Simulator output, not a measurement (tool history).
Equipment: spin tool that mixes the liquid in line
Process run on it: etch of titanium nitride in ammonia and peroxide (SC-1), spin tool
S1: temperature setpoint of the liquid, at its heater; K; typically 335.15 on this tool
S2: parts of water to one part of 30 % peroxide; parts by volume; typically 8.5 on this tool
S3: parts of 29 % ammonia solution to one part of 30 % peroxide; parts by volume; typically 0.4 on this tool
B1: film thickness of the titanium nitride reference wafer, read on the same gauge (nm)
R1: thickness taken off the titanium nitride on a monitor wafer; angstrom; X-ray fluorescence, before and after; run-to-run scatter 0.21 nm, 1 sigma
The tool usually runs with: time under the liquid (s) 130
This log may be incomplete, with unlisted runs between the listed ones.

{"run": 1, "day": 0.0, "S1": 335.15, "S2": 8.5, "S3": 0.4, "time under the liquid (s)": 130, "B1": 89.99, "R1": 207.2}
{"run": 2, "day": 3.438, "S1": 335.15, "S2": 8.5, "S3": 0.4, "time under the liquid (s)": 130, "B1": 90.02, "R1": 206.6}
{"run": 3, "day": 4.383, "S1": 335.15, "S2": 8.5, "S3": 0.4, "time under the liquid (s)": 130, "B1": 89.98, "R1": 206.1}
{"run": 4, "day": 5.112, "S1": 335.15, "S2": 8.5, "S3": 0.4, "time under the liquid (s)": 130, "B1": 90.01, "R1": 209.9}
{"run": 5, "day": 5.825, "S1": 335.15, "S2": 8.5, "S3": 0.4, "time under the liquid (s)": 130, "B1": 90, "R1": 207.4}
{"day": 6.083, "done": "gauge calibrated"}
{"run": 6, "day": 6.879, "S1": 335.15, "S2": 8.5, "S3": 0.3, "time under the liquid (s)": 130, "B1": 90, "R1": 196.3}
{"run": 7, "day": 8.442, "S1": 335.15, "S2": 8.5, "S3": 0.3, "time under the liquid (s)": 130, "B1": 90, "R1": 200.1}
{"run": 8, "day": 9.175, "S1": 335.15, "S2": 6.5, "S3": 0.4, "time under the liquid (s)": 130, "B1": 89.99, "R1": 236.8}
{"day": 10.071, "done": "new drum of ammonia solution connected"}
{"run": 9, "day": 10.342, "S1": 335.15, "S2": 6.5, "S3": 0.4, "time under the liquid (s)": 130, "B1": 89.99, "R1": 238}
{"run": 10, "day": 11.429, "S1": 335.15, "S2": 6.5, "S3": 0.4, "time under the liquid (s)": 130, "B1": 89.99, "R1": 240.8}
{"run": 11, "day": 12.412, "S1": 328.15, "S2": 8.5, "S3": 0.4, "time under the liquid (s)": 55, "B1": 90, "R1": 54.2}
{"day": 12.754, "done": "thermometer replaced"}
{"run": 12, "day": 13.479, "S1": 335.15, "S2": 8.5, "S3": 0.3, "time under the liquid (s)": 90, "B1": 89.98, "R1": 122.1}
{"run": 13, "day": 14.308, "S1": 335.15, "S2": 6.5, "S3": 0.55, "time under the liquid (s)": 80, "B1": 89.97, "R1": 135.3}
{"run": 14, "day": 14.971, "S1": 335.15, "S2": 8.5, "S3": 0.4, "time under the liquid (s)": 130, "B1": 89.99, "R1": 189}
{"day": 16.317, "done": "ammonia flow meter replaced"}
{"run": 15, "day": 16.358, "S1": 335.15, "S2": 8.5, "S3": 0.4, "time under the liquid (s)": 130, "B1": 90.01, "R1": 185.2}
{"run": 16, "day": 17.546, "S1": 335.15, "S2": 8.5, "S3": 0.4, "time under the liquid (s)": 130, "B1": 89.99, "R1": 186.6}
{"run": 17, "day": 18.158, "S1": 335.15, "S2": 6.5, "S3": 0.4, "time under the liquid (s)": 130, "B1": 90.03, "R1": 208.8}
{"day": 18.404, "done": "heated supply line repaired"}
{"run": 18, "day": 18.788, "S1": 335.15, "S2": 12, "S3": 0.4, "time under the liquid (s)": 165, "B1": 90, "R1": 238.1}
{"run": 19, "day": 20.183, "S1": 335.15, "S2": 8.5, "S3": 0.4, "time under the liquid (s)": 130, "B1": 90.01, "R1": 222.8}
{"run": 20, "day": 21.638, "S1": 325.15, "S2": 11.5, "S3": 0.3, "time under the liquid (s)": 85, "B1": 90.01, "R1": 61.5}
{"run": 21, "day": 22.229, "S1": 335.15, "S2": 10, "S3": 0.5, "time under the liquid (s)": 85, "B1": 90.02, "R1": 141}
{"run": 22, "day": 23.0, "S1": 335.15, "S2": 8.5, "S3": 0.4, "time under the liquid (s)": 60, "B1": 90, "R1": 103.1}
{"run": 23, "day": 24.329, "S1": 335.15, "S2": 7, "S3": 0.5, "time under the liquid (s)": 130, "B1": 89.97, "R1": 252.8}

Had the tool no unlogged condition, and each run kept its random variation, what would the results have been?
Hidden state at play: liquid hotter than its thermometer reads (K); ammonia flow above the setpoint (%); temperature lost on the way to the wafer (K); ammonia solution weaker than its label (%); gauge reads high (%).
run=1 R1=217.8
run=2 R1=216.5
run=3 R1=215.7
run=4 R1=219.5
run=5 R1=216.7
run=6 R1=204.9
run=7 R1=208.4
run=8 R1=246.5
run=9 R1=247.5
run=10 R1=250.1
run=11 R1=56.3
run=12 R1=143.9
run=13 R1=159.2
run=14 R1=222.1
run=15 R1=217.4
run=16 R1=218.8
run=17 R1=244.7
run=18 R1=229.8
run=19 R1=214.7
run=20 R1=59
run=21 R1=135.5
run=22 R1=99
run=23 R1=242.5
